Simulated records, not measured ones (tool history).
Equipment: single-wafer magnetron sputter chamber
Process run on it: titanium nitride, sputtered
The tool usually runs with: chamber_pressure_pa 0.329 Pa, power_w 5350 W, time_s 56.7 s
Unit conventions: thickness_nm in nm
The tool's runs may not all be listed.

| run | day | chamber_pressure_pa | power_w | time_s | wafers since the last listed run | wafers on the sputter target | hours since the last manometer calibration | hours since the magnet pack was replaced | hours since the gauge calibration | read-back reference wafer on the same gauge, thickness_nm | thickness_nm |
|---|---|---|---|---|---|---|---|---|---|---|---|
| 1 | 0.000 | 0.329 | 5350 | 56.7 | 0 | 3754 | 617.5 | 11705.6 | 313.0 | 58.087 | 57.901 |
| 2 | 1.475 | 0.329 | 6250 | 56.7 | 478 | 4232 | 652.9 | 11741.0 | 348.4 | 58.091 | 66.800 |
| 3 | 2.833 | 0.329 | 6250 | 56.7 | 440 | 4672 | 685.5 | 11773.6 | 381.0 | 58.081 | 66.511 |
| 4 | 3.942 | 0.329 | 6250 | 56.7 | 359 | 5031 | 712.1 | 11800.2 | 407.6 | 58.123 | 65.979 |
| 5 | 4.521 | 0.329 | 6400 | 56.7 | 187 | 5219 | 726.0 | 11814.1 | 421.5 | 58.087 | 67.480 |
| 6 | 5.525 | 0.329 | 6400 | 56.7 | 325 | 5545 | 750.1 | 11838.2 | 445.6 | 58.116 | 67.054 |
|  | 6.517 | sputter target and shields replaced |
| 7 | 6.588 | 0.329 | 6400 | 56.7 | 236 | 23 | 775.6 | 11863.7 | 471.1 | 58.113 | 70.238 |
| 8 | 7.767 | 0.329 | 5350 | 56.7 | 382 | 405 | 803.9 | 11892.0 | 499.4 | 58.079 | 58.659 |
|  | 8.108 | magnet pack replaced, of another model than before |
| 9 | 9.158 | 0.329 | 5350 | 56.7 | 343 | 748 | 837.3 | 25.2 | 532.8 | 58.076 | 58.907 |
| 10 | 10.167 | 0.329 | 5350 | 56.7 | 326 | 1075 | 861.5 | 49.4 | 557.0 | 58.110 | 59.056 |
| 11 | 11.333 | 0.329 | 5350 | 56.7 | 378 | 1453 | 889.5 | 77.4 | 585.0 | 58.139 | 58.885 |
|  | 11.933 | gauge calibrated |
| 12 | 14.638 | 0.405 | 4950 | 56.7 | 1071 | 2524 | 968.8 | 156.7 | 64.9 | 58.138 | 51.291 |
| 13 | 15.671 | 0.329 | 5350 | 56.7 | 335 | 2860 | 993.6 | 181.5 | 89.7 | 58.102 | 58.338 |
| 14 | 16.721 | 0.432 | 5350 | 51.7 | 340 | 3200 | 1018.8 | 206.7 | 114.9 | 58.095 | 49.269 |
| 15 | 18.062 | 0.329 | 6350 | 62.2 | 434 | 3635 | 1051.0 | 238.9 | 147.1 | 58.094 | 75.078 |
| 16 | 18.862 | 0.329 | 5350 | 56.7 | 259 | 3894 | 1070.2 | 258.1 | 166.3 | 58.105 | 57.806 |
| 17 | 19.675 | 0.329 | 6450 | 50.4 | 263 | 4158 | 1089.7 | 277.6 | 185.8 | 58.107 | 61.613 |
| 18 | 20.508 | 0.275 | 4550 | 60.0 | 270 | 4428 | 1109.7 | 297.6 | 205.8 | 58.075 | 54.651 |
|  | 21.338 | sputter target and shields replaced |
| 19 | 21.358 | 0.230 | 5350 | 48.1 | 167 | 7 | 1130.1 | 318.0 | 226.2 | 58.041 | 53.941 |
| 20 | 22.296 | 0.222 | 6700 | 52.2 | 303 | 311 | 1152.6 | 340.5 | 248.7 | 58.093 | 73.278 |
| 21 | 23.354 | 0.260 | 6100 | 50.9 | 343 | 654 | 1178.0 | 365.9 | 274.1 | 58.095 | 63.182 |
| 22 | 24.250 | 0.273 | 5350 | 47.5 | 290 | 944 | 1199.5 | 387.4 | 295.6 | 58.100 | 51.425 |
| 23 | 25.588 | 0.416 | 6650 | 53.4 | 433 | 1378 | 1231.6 | 419.5 | 327.7 | 58.091 | 64.203 |
|  | 26.217 | capacitance manometer re-zeroed and calibrated |
| 24 | 26.350 | 0.416 | 6400 | 51.9 | 139 | 1517 | 3.2 | 437.8 | 346.0 | 58.072 | 60.153 |
| 25 | 27.371 | 0.329 | 5350 | 66.4 | 330 | 1848 | 27.7 | 462.3 | 370.5 | 58.111 | 68.393 |
| 26 | 28.242 | 0.329 | 5350 | 56.7 | 282 | 2130 | 48.6 | 483.2 | 391.4 | 58.114 | 58.783 |
| 27 | 29.296 | 0.329 | 5350 | 56.7 | 341 | 2472 | 73.9 | 508.5 | 416.7 | 58.112 | 58.531 |
| 28 | 30.750 | 0.249 | 4150 | 62.5 | 471 | 2943 | 108.8 | 543.4 | 451.6 | 58.066 | 53.681 |
| 29 | 31.908 | 0.329 | 4500 | 61.7 | 375 | 3319 | 136.6 | 571.2 | 479.4 | 58.088 | 53.863 |
| 30 | 33.071 | 0.329 | 5350 | 56.7 | 376 | 3696 | 164.5 | 599.1 | 507.3 | 58.135 | 57.912 |
| 31 | 33.804 | 0.411 | 6400 | 59.7 | 237 | 3934 | 182.1 | 616.7 | 524.9 | 58.102 | 67.897 |
| 32 | 35.150 | 0.329 | 5350 | 56.7 | 436 | 4370 | 214.4 | 649.0 | 557.2 | 58.091 | 57.762 |
|  | 36.138 | sputter target and shields replaced |
| 33 | 36.471 | 0.284 | 4200 | 48.4 | 320 | 108 | 246.1 | 680.7 | 588.9 | 58.116 | 41.513 |
|  | 36.496 | gauge calibrated |
| 34 | 36.979 | 0.329 | 5350 | 56.7 | 164 | 272 | 258.3 | 692.9 | 11.6 | 58.105 | 58.698 |

Forecast each of these 5 alternatives for the next run:
| A | 36.996 | 0.329 | 5350 | 67.0 | 5 | 278 | 258.7 | 693.3 | 12.0 | ? | ? |
| B | 36.996 | 0.329 | 4600 | 47.0 | 5 | 278 | 258.7 | 693.3 | 12.0 | ? | ? |
| C | 36.996 | 0.290 | 5350 | 56.7 | 5 | 278 | 258.7 | 693.3 | 12.0 | ? | ? |
| D | 36.996 | 0.457 | 5350 | 66.4 | 5 | 278 | 258.7 | 693.3 | 12.0 | ? | ? |
| E | 36.996 | 0.329 | 4700 | 56.7 | 5 | 278 | 258.7 | 693.3 | 12.0 | ? | ? |

| run | read-back reference wafer on the same gauge, thickness_nm | thickness_nm |
|---|---|---|
| A | 58.081 | 69.675 |
| B | 58.081 | 42.315 |
| C | 58.081 | 60.743 |
| D | 58.081 | 62.771 |
| E | 58.081 | 52.104 |
The same runs, with their run-to-run variation unchanged, on a tool lacking any hidden condition would have given:
| run | thickness_nm |
|---|---|
| A | 69.723 |
| B | 42.344 |
| C | 60.785 |
| D | 62.814 |
| E | 52.140 |
